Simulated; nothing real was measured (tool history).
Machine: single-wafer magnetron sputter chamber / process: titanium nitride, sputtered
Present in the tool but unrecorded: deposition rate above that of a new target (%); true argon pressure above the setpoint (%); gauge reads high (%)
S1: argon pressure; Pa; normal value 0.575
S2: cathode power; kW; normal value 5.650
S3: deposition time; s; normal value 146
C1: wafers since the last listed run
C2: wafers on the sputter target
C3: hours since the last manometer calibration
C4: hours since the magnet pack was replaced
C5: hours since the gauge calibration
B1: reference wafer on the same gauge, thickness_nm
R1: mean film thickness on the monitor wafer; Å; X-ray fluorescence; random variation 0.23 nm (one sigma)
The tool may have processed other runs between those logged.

run,hour,S1,S2,S3,C1,C2,C3,C4,C5,B1,R1
1,0.0,0.575,5.650,146,0,3437,1520.6,8896.5,23.3,169.020,1520.81
2,30.5,0.575,5.300,156,318,3755,1551.1,8927.0,53.8,169.011,1524.99
3,42.1,0.575,5.300,156,121,3876,1562.7,8938.6,65.4,168.971,1524.95
# hour 57.1: capacitance manometer re-zeroed and calibrated
4,57.6,0.503,5.650,146,78,3954,0.5,8954.1,80.9,168.999,1558.70
5,63.6,0.503,5.650,146,62,4017,6.5,8960.1,86.9,168.978,1559.61
6,75.0,0.503,5.650,146,118,4136,17.9,8971.5,98.3,168.982,1558.10
7,87.4,0.575,6.600,155,129,4265,30.3,8983.9,110.7,169.023,1857.83
8,94.2,0.575,6.600,155,70,4336,37.1,8990.7,117.5,169.001,1861.88
9,102.3,0.708,5.650,133,84,4421,45.2,8998.8,125.6,169.067,1303.83
# hour 111.6: gauge calibrated
# hour 112.7: magnet pack replaced
10,113.2,0.575,6.950,146,30,4451,56.1,0.5,1.6,169.020,1833.33
11,124.7,0.575,6.150,135,119,4571,67.6,12.0,13.1,169.040,1512.55
# hour 139.7: sputter target and shields replaced
12,142.7,0.575,4.450,146,104,31,85.6,30.0,31.1,169.005,1245.30
13,154.2,0.383,6.250,166,119,151,97.1,41.5,42.6,168.955,2108.77
14,171.3,0.762,7.000,146,178,329,114.2,58.6,59.7,169.008,1767.91
15,179.8,0.358,6.300,129,88,418,122.7,67.1,68.2,169.019,1659.07
16,188.4,0.575,5.650,146,89,507,131.3,75.7,76.8,169.059,1552.14

Hidden condition of the tool, last listed run before each entry between runs versus first listed run after:
Run 3 -> run 4: capacitance manometer re-zeroed and calibrated (hour 57.1)
  deposition rate above that of a new target (%): -3.09 -> -3.22
  measured value less the no-hidden-state value, R1: -48.67 -> -51.86 Å
Run 9 -> run 10: gauge calibrated (hour 111.6); magnet pack replaced (hour 112.7)
  deposition rate above that of a new target (%): -3.58 -> -3.67
  measured value less the no-hidden-state value, R1: -48.48 -> -69.92 Å
Run 11 -> run 12: sputter target and shields replaced (hour 139.7)
  deposition rate above that of a new target (%): -3.77 -> -0.559
  measured value less the no-hidden-state value, R1: -59.22 -> -7.01 Å
